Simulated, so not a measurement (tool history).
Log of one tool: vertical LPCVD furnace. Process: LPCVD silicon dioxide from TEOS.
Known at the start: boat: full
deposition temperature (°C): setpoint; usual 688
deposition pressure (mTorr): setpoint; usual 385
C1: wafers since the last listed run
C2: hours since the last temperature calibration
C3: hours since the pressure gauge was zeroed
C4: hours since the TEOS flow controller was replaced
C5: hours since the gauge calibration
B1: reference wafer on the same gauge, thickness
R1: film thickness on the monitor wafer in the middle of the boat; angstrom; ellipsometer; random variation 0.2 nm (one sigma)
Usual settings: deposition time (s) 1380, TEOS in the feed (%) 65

{"run": 1, "hour": 0.0, "deposition temperature (°C)": 688, "deposition pressure (mTorr)": 385, "deposition time (s)": 1380, "TEOS in the feed (%)": 65, "C1": 0, "C2": 5094.1, "C3": 1542.3, "C4": 3766.9, "C5": 138.3, "B1": 126.03, "R1": 1516.3}
{"run": 2, "hour": 6.8, "deposition temperature (°C)": 688, "deposition pressure (mTorr)": 385, "deposition time (s)": 1050, "TEOS in the feed (%)": 65, "C1": 63, "C2": 5100.9, "C3": 1549.1, "C4": 3773.7, "C5": 145.1, "B1": 125.97, "R1": 1153.1}
{"run": 3, "hour": 14.7, "deposition temperature (°C)": 688, "deposition pressure (mTorr)": 385, "deposition time (s)": 1380, "TEOS in the feed (%)": 65, "C1": 73, "C2": 5108.8, "C3": 1557, "C4": 3781.6, "C5": 153, "B1": 126, "R1": 1511.3}
{"run": 4, "hour": 24.8, "deposition temperature (°C)": 688, "deposition pressure (mTorr)": 385, "deposition time (s)": 1380, "TEOS in the feed (%)": 65, "C1": 94, "C2": 5118.9, "C3": 1567.1, "C4": 3791.7, "C5": 163.1, "B1": 126, "R1": 1511.7}
{"run": 5, "hour": 31.2, "deposition temperature (°C)": 688, "deposition pressure (mTorr)": 385, "deposition time (s)": 1380, "TEOS in the feed (%)": 65, "C1": 59, "C2": 5125.3, "C3": 1573.5, "C4": 3798.1, "C5": 169.5, "B1": 125.96, "R1": 1513.3}
{"run": 6, "hour": 40.3, "deposition temperature (°C)": 688, "deposition pressure (mTorr)": 385, "deposition time (s)": 1500, "TEOS in the feed (%)": 65, "C1": 84, "C2": 5134.4, "C3": 1582.6, "C4": 3807.2, "C5": 178.6, "B1": 126.03, "R1": 1647}
{"run": 7, "hour": 58.4, "deposition temperature (°C)": 688, "deposition pressure (mTorr)": 385, "deposition time (s)": 1500, "TEOS in the feed (%)": 65, "C1": 168, "C2": 5152.5, "C3": 1600.7, "C4": 3825.3, "C5": 196.7, "B1": 125.99, "R1": 1649.3}
{"run": 8, "hour": 71.3, "deposition temperature (°C)": 688, "deposition pressure (mTorr)": 385, "deposition time (s)": 1500, "TEOS in the feed (%)": 65, "C1": 120, "C2": 5165.4, "C3": 1613.6, "C4": 3838.2, "C5": 209.6, "B1": 125.99, "R1": 1647.8}
{"run": 9, "hour": 89.4, "deposition temperature (°C)": 688, "deposition pressure (mTorr)": 385, "deposition time (s)": 1590, "TEOS in the feed (%)": 65, "C1": 168, "C2": 5183.5, "C3": 1631.7, "C4": 3856.3, "C5": 227.7, "B1": 125.98, "R1": 1746.7}
{"run": 10, "hour": 104.8, "deposition temperature (°C)": 688, "deposition pressure (mTorr)": 385, "deposition time (s)": 1590, "TEOS in the feed (%)": 65, "C1": 143, "C2": 5198.9, "C3": 1647.1, "C4": 3871.7, "C5": 243.1, "B1": 126.03, "R1": 1744.3}
{"run": 11, "hour": 113.3, "deposition temperature (°C)": 688, "deposition pressure (mTorr)": 385, "deposition time (s)": 1380, "TEOS in the feed (%)": 65, "C1": 79, "C2": 5207.4, "C3": 1655.6, "C4": 3880.2, "C5": 251.6, "B1": 125.95, "R1": 1516.2}
{"hour": 147.2, "done": "thermocouples replaced and temperature profile calibrated"}
{"run": 12, "hour": 147.7, "deposition temperature (°C)": 688, "deposition pressure (mTorr)": 385, "deposition time (s)": 1380, "TEOS in the feed (%)": 65, "C1": 97, "C2": 0.5, "C3": 1690, "C4": 3914.6, "C5": 286, "B1": 126.03, "R1": 1337}
{"run": 13, "hour": 164.3, "deposition temperature (°C)": 688, "deposition pressure (mTorr)": 385, "deposition time (s)": 1380, "TEOS in the feed (%)": 65, "C1": 154, "C2": 17.1, "C3": 1706.6, "C4": 3931.2, "C5": 302.6, "B1": 125.95, "R1": 1334.5}
{"hour": 168.5, "done": "gauge calibrated"}
{"hour": 191.8, "done": "pressure gauge zeroed"}
{"hour": 205.5, "done": "TEOS flow controller replaced"}
{"run": 14, "hour": 206.0, "deposition temperature (°C)": 688, "deposition pressure (mTorr)": 385, "deposition time (s)": 1500, "TEOS in the feed (%)": 65, "C1": 37, "C2": 58.8, "C3": 14.2, "C4": 0.5, "C5": 37.5, "B1": 126.03, "R1": 1420.9}
{"run": 15, "hour": 210.3, "deposition temperature (°C)": 688, "deposition pressure (mTorr)": 425, "deposition time (s)": 1380, "TEOS in the feed (%)": 65, "C1": 40, "C2": 63.1, "C3": 18.5, "C4": 4.8, "C5": 41.8, "B1": 126.03, "R1": 1376.4}
{"run": 16, "hour": 214.7, "deposition temperature (°C)": 688, "deposition pressure (mTorr)": 385, "deposition time (s)": 1500, "TEOS in the feed (%)": 65, "C1": 41, "C2": 67.5, "C3": 22.9, "C4": 9.2, "C5": 46.2, "B1": 125.99, "R1": 1425.1}
{"run": 17, "hour": 221.8, "deposition temperature (°C)": 688, "deposition pressure (mTorr)": 385, "deposition time (s)": 1380, "TEOS in the feed (%)": 65, "C1": 66, "C2": 74.6, "C3": 30, "C4": 16.3, "C5": 53.3, "B1": 126.02, "R1": 1309.5}
{"run": 18, "hour": 229.9, "deposition temperature (°C)": 688, "deposition pressure (mTorr)": 385, "deposition time (s)": 1110, "TEOS in the feed (%)": 57, "C1": 75, "C2": 82.7, "C3": 38.1, "C4": 24.4, "C5": 61.4, "B1": 125.97, "R1": 989.2}
{"run": 19, "hour": 245.9, "deposition temperature (°C)": 682, "deposition pressure (mTorr)": 440, "deposition time (s)": 1740, "TEOS in the feed (%)": 61, "C1": 149, "C2": 98.7, "C3": 54.1, "C4": 40.4, "C5": 77.4, "B1": 125.99, "R1": 1484.6}
{"run": 20, "hour": 262.4, "deposition temperature (°C)": 688, "deposition pressure (mTorr)": 295, "deposition time (s)": 1380, "TEOS in the feed (%)": 65, "C1": 153, "C2": 115.2, "C3": 70.6, "C4": 56.9, "C5": 93.9, "B1": 126.01, "R1": 1152.4}
{"run": 21, "hour": 283.8, "deposition temperature (°C)": 684, "deposition pressure (mTorr)": 385, "deposition time (s)": 1800, "TEOS in the feed (%)": 56, "C1": 199, "C2": 136.6, "C3": 92, "C4": 78.3, "C5": 115.3, "B1": 126, "R1": 1447.6}
{"run": 22, "hour": 337.0, "deposition temperature (°C)": 688, "deposition pressure (mTorr)": 385, "deposition time (s)": 1740, "TEOS in the feed (%)": 60, "C1": 496, "C2": 189.8, "C3": 145.2, "C4": 131.5, "C5": 168.5, "B1": 126, "R1": 1600.3}
{"run": 23, "hour": 345.1, "deposition temperature (°C)": 688, "deposition pressure (mTorr)": 470, "deposition time (s)": 1380, "TEOS in the feed (%)": 53, "C1": 75, "C2": 197.9, "C3": 153.3, "C4": 139.6, "C5": 176.6, "B1": 125.98, "R1": 1315.5}
{"run": 24, "hour": 393.8, "deposition temperature (°C)": 696, "deposition pressure (mTorr)": 435, "deposition time (s)": 1380, "TEOS in the feed (%)": 65, "C1": 454, "C2": 246.6, "C3": 202, "C4": 188.3, "C5": 225.3, "B1": 125.98, "R1": 1699.9}
{"run": 25, "hour": 409.0, "deposition temperature (°C)": 688, "deposition pressure (mTorr)": 470, "deposition time (s)": 1380, "TEOS in the feed (%)": 71, "C1": 141, "C2": 261.8, "C3": 217.2, "C4": 203.5, "C5": 240.5, "B1": 125.98, "R1": 1529.5}
{"hour": 421.9, "done": "gauge calibrated"}
{"run": 26, "hour": 425.1, "deposition temperature (°C)": 678, "deposition pressure (mTorr)": 385, "deposition time (s)": 1380, "TEOS in the feed (%)": 57, "C1": 150, "C2": 277.9, "C3": 233.3, "C4": 219.6, "C5": 3.2, "B1": 125.98, "R1": 977.6}

What the log doesn't show, run by run:
deviation of the TEOS flow from its setpoint, %: 0 in every run
gauge reads high (%): 0 in every run
H1: true tube temperature minus thermocouple reading, K
H2: true pressure minus gauge reading, mTorr
run=1 H1=5.29 H2=17.2
run=2 H1=5.3 H2=17.2
run=3 H1=5.31 H2=17.2
run=4 H1=5.31 H2=17.2
run=5 H1=5.32 H2=17.2
run=6 H1=5.33 H2=17.3
run=7 H1=5.34 H2=17.3
run=8 H1=5.35 H2=17.3
run=9 H1=5.37 H2=17.3
run=10 H1=5.38 H2=17.4
run=11 H1=5.39 H2=17.4
run=12 H1=0.0228 H2=17.4
run=13 H1=0.037 H2=17.5
run=14 H1=0.0727 H2=1.51
run=15 H1=0.0763 H2=1.68
run=16 H1=0.0801 H2=1.84
run=17 H1=0.0862 H2=2.11
run=18 H1=0.0931 H2=2.4
run=19 H1=0.107 H2=2.98
run=20 H1=0.121 H2=3.55
run=21 H1=0.139 H2=4.27
run=22 H1=0.185 H2=5.93
run=23 H1=0.192 H2=6.16
run=24 H1=0.233 H2=7.52
run=25 H1=0.246 H2=7.91
run=26 H1=0.26 H2=8.32

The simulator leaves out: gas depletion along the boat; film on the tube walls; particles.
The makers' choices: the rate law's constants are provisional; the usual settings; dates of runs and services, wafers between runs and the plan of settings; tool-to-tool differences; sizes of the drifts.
